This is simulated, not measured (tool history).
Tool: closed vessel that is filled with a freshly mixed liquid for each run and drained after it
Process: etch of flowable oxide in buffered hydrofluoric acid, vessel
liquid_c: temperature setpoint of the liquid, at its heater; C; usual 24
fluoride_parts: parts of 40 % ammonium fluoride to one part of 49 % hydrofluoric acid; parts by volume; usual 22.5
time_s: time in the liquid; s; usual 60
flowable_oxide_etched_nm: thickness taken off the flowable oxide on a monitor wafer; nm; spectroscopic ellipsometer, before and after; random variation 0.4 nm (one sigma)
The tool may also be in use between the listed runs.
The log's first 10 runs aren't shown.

run    hour  liquid_c  fluoride_parts  time_s  read-back film thickness of the flowable oxide reference wafer, read on the same gauge (nm)  flowable_oxide_etched_nm
 11   723.5      26.5            22.5      60                                                                                       120.01                     70.67
 12   788.1      26.5            22.5      60                                                                                       119.99                     71.39
 13   877.4        24            22.5      60                                                                                       120.01                     62.18
 14   942.2        24            22.5      60                                                                                       120.01                     61.72
 15  1048.6        28              29      45                                                                                       120.01                     48.44
     1084.1  -- hydrofluoric acid flow meter replaced
 16  1137.4        24              18      60                                                                                       119.99                     75.05
 17  1193.7      28.5              28      60                                                                                          120                     68.06
 18  1244.2        24            29.5      60                                                                                          120                     51.57
 19  1289.2        24              14      60                                                                                          120                     96.14
     1336.5  -- gauge calibrated
     1367.4  -- thermometer replaced
 20  1378.7        24            22.5      35                                                                                          120                     35.86
 21  1418.9        24            22.5      60                                                                                       120.02                     62.21
 22  1587.9        24              30      85                                                                                       120.01                      71.6
 23    1674        24            22.5      60                                                                                       119.99                     62.09
     1675.2  -- hydrofluoric acid flow meter replaced
 24  1710.2      28.5            22.5      60                                                                                       119.99                     78.75
 25  1753.8        28              30      60                                                                                       120.02                     62.64
 26  1841.5      25.5              14      40                                                                                          120                      69.1
 27  2051.5        29              30      50                                                                                       120.01                     55.87
 28  2127.5        24            16.5      80                                                                                          120                    107.45
 29  2195.9        24            29.5      60                                                                                       120.01                     50.56
 30  2235.1        24            22.5      60                                                                                          120                     61.68
 31    2340      19.5            22.5      70                                                                                       119.98                     55.51
       2369  -- hydrofluoric acid flow meter replaced
 32  2386.9        24            22.5      60                                                                                          120                     61.43

Forecast each of these 5 alternatives for the next run:
  A  2387.6        24            28.5      60                                                                                            ?                         ?
  B  2387.6        24              27      85                                                                                            ?                         ?
  C  2387.6        22              16      85                                                                                            ?                         ?
  D  2387.6      28.5            22.5      90                                                                                            ?                         ?
  E  2387.6      27.5            22.5      60                                                                                            ?                         ?

run  read-back film thickness of the flowable oxide reference wafer, read on the same gauge (nm)  flowable_oxide_etched_nm
  A                                                                                       119.99                     52.78
  B                                                                                       119.99                     77.61
  C                                                                                       119.99                    106.49
  D                                                                                       119.99                    118.82
  E                                                                                       119.99                     75.09
Without the tool's hidden state the same runs would have given:
run  flowable_oxide_etched_nm
  A                     52.78
  B                     77.61
  C                    106.49
  D                    118.82
  E                     75.09

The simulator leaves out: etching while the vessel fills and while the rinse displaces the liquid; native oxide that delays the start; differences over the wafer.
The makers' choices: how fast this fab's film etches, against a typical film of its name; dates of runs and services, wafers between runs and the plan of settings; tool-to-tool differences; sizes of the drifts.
